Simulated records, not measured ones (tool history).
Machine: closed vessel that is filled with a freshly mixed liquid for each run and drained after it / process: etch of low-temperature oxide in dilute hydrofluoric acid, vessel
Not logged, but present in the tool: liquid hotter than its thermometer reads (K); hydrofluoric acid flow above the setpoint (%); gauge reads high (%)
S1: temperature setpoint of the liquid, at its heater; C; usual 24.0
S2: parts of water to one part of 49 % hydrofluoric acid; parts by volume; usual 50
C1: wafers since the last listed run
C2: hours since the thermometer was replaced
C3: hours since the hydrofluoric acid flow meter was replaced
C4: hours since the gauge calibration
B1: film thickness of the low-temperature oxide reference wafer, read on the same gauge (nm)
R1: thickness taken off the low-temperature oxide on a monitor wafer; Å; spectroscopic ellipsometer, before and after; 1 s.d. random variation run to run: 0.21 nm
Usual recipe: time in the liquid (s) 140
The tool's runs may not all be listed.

run 1 hour=0.0 | S1=24.0 S2=50 time_in_the_liquid_(s)=140 | C1=0 C2=2683.2 C3=183.4 C4=434.8 | B1=149.95 | R1=543.9
run 2 hour=14.1 | S1=24.0 S2=50 time_in_the_liquid_(s)=185 | C1=864 C2=2697.3 C3=197.5 C4=448.9 | B1=150.00 | R1=726.7
run 3 hour=42.4 | S1=24.0 S2=50 time_in_the_liquid_(s)=140 | C1=1735 C2=2725.6 C3=225.8 C4=477.2 | B1=149.99 | R1=544.9
run 4 hour=73.7 | S1=24.0 S2=50 time_in_the_liquid_(s)=140 | C1=1920 C2=2756.9 C3=257.1 C4=508.5 | B1=150.02 | R1=550.2
-- hour=77.9 thermometer replaced
run 5 hour=91.9 | S1=25.0 S2=50 time_in_the_liquid_(s)=140 | C1=1055 C2=14.0 C3=275.3 C4=526.7 | B1=150.02 | R1=571.0
run 6 hour=106.6 | S1=25.0 S2=50 time_in_the_liquid_(s)=140 | C1=901 C2=28.7 C3=290.0 C4=541.4 | B1=150.01 | R1=576.2
run 7 hour=122.6 | S1=24.0 S2=50 time_in_the_liquid_(s)=140 | C1=981 C2=44.7 C3=306.0 C4=557.4 | B1=150.02 | R1=549.3
run 8 hour=150.5 | S1=24.0 S2=50 time_in_the_liquid_(s)=140 | C1=1711 C2=72.6 C3=333.9 C4=585.3 | B1=149.98 | R1=552.5
-- hour=163.1 gauge calibrated
run 9 hour=171.5 | S1=24.0 S2=50 time_in_the_liquid_(s)=140 | C1=1288 C2=93.6 C3=354.9 C4=8.4 | B1=150.00 | R1=557.2
run 10 hour=199.1 | S1=22.5 S2=50 time_in_the_liquid_(s)=140 | C1=1693 C2=121.2 C3=382.5 C4=36.0 | B1=150.01 | R1=521.5
run 11 hour=224.7 | S1=24.0 S2=50 time_in_the_liquid_(s)=140 | C1=1570 C2=146.8 C3=408.1 C4=61.6 | B1=149.97 | R1=557.7
run 12 hour=251.4 | S1=26.0 S2=40 time_in_the_liquid_(s)=195 | C1=1637 C2=173.5 C3=434.8 C4=88.3 | B1=150.01 | R1=1069.3
run 13 hour=287.2 | S1=26.0 S2=50 time_in_the_liquid_(s)=140 | C1=2196 C2=209.3 C3=470.6 C4=124.1 | B1=150.02 | R1=613.5
run 14 hour=321.5 | S1=24.0 S2=50 time_in_the_liquid_(s)=140 | C1=2104 C2=243.6 C3=504.9 C4=158.4 | B1=150.00 | R1=561.5
-- hour=324.1 hydrofluoric acid flow meter replaced
run 15 hour=338.6 | S1=21.5 S2=50 time_in_the_liquid_(s)=140 | C1=987 C2=260.7 C3=14.5 C4=175.5 | B1=149.99 | R1=481.0
run 16 hour=370.0 | S1=21.5 S2=50 time_in_the_liquid_(s)=60 | C1=1926 C2=292.1 C3=45.9 C4=206.9 | B1=150.02 | R1=207.4
run 17 hour=383.1 | S1=24.0 S2=50 time_in_the_liquid_(s)=140 | C1=803 C2=305.2 C3=59.0 C4=220.0 | B1=150.02 | R1=534.6
run 18 hour=406.3 | S1=24.0 S2=50 time_in_the_liquid_(s)=140 | C1=1423 C2=328.4 C3=82.2 C4=243.2 | B1=150.03 | R1=540.0
run 19 hour=429.0 | S1=27.0 S2=70 time_in_the_liquid_(s)=140 | C1=1392 C2=351.1 C3=104.9 C4=265.9 | B1=150.05 | R1=422.3
run 20 hour=456.6 | S1=24.0 S2=30 time_in_the_liquid_(s)=105 | C1=1693 C2=378.7 C3=132.5 C4=293.5 | B1=149.98 | R1=692.2
run 21 hour=489.8 | S1=28.0 S2=25 time_in_the_liquid_(s)=170 | C1=2036 C2=411.9 C3=165.7 C4=326.7 | B1=149.98 | R1=1613.8
run 22 hour=504.4 | S1=24.0 S2=50 time_in_the_liquid_(s)=55 | C1=895 C2=426.5 C3=180.3 C4=341.3 | B1=150.01 | R1=213.0
run 23 hour=533.2 | S1=26.5 S2=75 time_in_the_liquid_(s)=140 | C1=1766 C2=455.3 C3=209.1 C4=370.1 | B1=149.99 | R1=390.4
run 24 hour=563.6 | S1=27.5 S2=50 time_in_the_liquid_(s)=210 | C1=1864 C2=485.7 C3=239.5 C4=400.5 | B1=150.01 | R1=950.7
run 25 hour=595.4 | S1=28.5 S2=50 time_in_the_liquid_(s)=140 | C1=1950 C2=517.5 C3=271.3 C4=432.3 | B1=149.98 | R1=656.7
run 26 hour=618.1 | S1=24.0 S2=35 time_in_the_liquid_(s)=190 | C1=1392 C2=540.2 C3=294.0 C4=455.0 | B1=150.01 | R1=1089.8
run 27 hour=652.8 | S1=25.5 S2=70 time_in_the_liquid_(s)=170 | C1=2128 C2=574.9 C3=328.7 C4=489.7 | B1=149.99 | R1=492.3
run 28 hour=682.9 | S1=28.5 S2=60 time_in_the_liquid_(s)=115 | C1=1846 C2=605.0 C3=358.8 C4=519.8 | B1=150.01 | R1=448.9
run 29 hour=707.7 | S1=29.0 S2=50 time_in_the_liquid_(s)=140 | C1=1521 C2=629.8 C3=383.6 C4=544.6 | B1=150.00 | R1=683.2
run 30 hour=723.3 | S1=24.0 S2=50 time_in_the_liquid_(s)=205 | C1=956 C2=645.4 C3=399.2 C4=560.2 | B1=149.96 | R1=815.0
run 31 hour=742.1 | S1=21.5 S2=60 time_in_the_liquid_(s)=120 | C1=1153 C2=664.2 C3=418.0 C4=579.0 | B1=149.98 | R1=357.2
run 32 hour=765.5 | S1=26.0 S2=60 time_in_the_liquid_(s)=165 | C1=1435 C2=687.6 C3=441.4 C4=602.4 | B1=149.99 | R1=591.8
run 33 hour=788.1 | S1=24.0 S2=50 time_in_the_liquid_(s)=195 | C1=1386 C2=710.2 C3=464.0 C4=625.0 | B1=149.99 | R1=786.8

Here are 3 independent what-if runs from the current tool condition. What would each one return?
run A hour=788.8 | S1=24.0 S2=65 time_in_the_liquid_(s)=140 | C1=42 C2=710.9 C3=464.7 C4=625.7 | B1=? | R1=?
run B hour=788.8 | S1=19.5 S2=35 time_in_the_liquid_(s)=65 | C1=42 C2=710.9 C3=464.7 C4=625.7 | B1=? | R1=?
run C hour=788.8 | S1=19.5 S2=65 time_in_the_liquid_(s)=85 | C1=42 C2=710.9 C3=464.7 C4=625.7 | B1=? | R1=?

run=A B1=150.02 R1=423.0
run=B B1=150.02 R1=312.9
run=C B1=150.02 R1=213.0
Take away the tool's hidden state, keep each run's random variation, and the runs would have read:
run=A R1=400.5
run=B R1=296.9
run=C R1=201.8
